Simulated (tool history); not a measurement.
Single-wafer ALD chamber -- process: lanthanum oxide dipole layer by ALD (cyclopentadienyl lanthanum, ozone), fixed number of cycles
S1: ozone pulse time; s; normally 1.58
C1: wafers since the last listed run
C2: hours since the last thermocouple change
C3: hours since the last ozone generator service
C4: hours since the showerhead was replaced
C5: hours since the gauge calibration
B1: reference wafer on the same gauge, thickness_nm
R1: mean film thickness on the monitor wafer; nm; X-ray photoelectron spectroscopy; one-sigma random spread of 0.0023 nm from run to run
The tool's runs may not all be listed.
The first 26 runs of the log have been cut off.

run	hour	S1	C1	C2	C3	C4	C5	B1	R1
27	685.1	0.97	425	404.4	141.9	453.6	28.6	0.551	0.437
28	698.8	1.04	273	418.1	155.6	467.3	42.3	0.553	0.449
29	731	1	643	450.3	187.8	499.5	74.5	0.552	0.444
30	766.5	0.98	709	485.8	223.3	535	110	0.552	0.433
31	781.1	1.79	291	500.4	237.9	549.6	124.6	0.552	0.531
32	808	1.58	537	527.3	264.8	576.5	151.5	0.552	0.52
33	820.9	1.29	257	540.2	277.7	589.4	164.4	0.552	0.489
34	919.9	1.76	1979	639.2	376.7	688.4	263.4	0.552	0.527
35	948.6	2.11	573	667.9	405.4	717.1	292.1	0.553	0.536

Here are 3 independent what-if runs from the current tool condition. What would each one return?
A	949	2.17	7	668.3	405.8	717.5	292.5	?	?
B	949	2.02	7	668.3	405.8	717.5	292.5	?	?
C	949	1.1	7	668.3	405.8	717.5	292.5	?	?

run	B1	R1
A	0.553	0.541
B	0.553	0.536
C	0.553	0.452
Stripped of hidden state, with their random variation kept, the same runs would have yielded:
run	R1
A	0.547
B	0.544
C	0.48
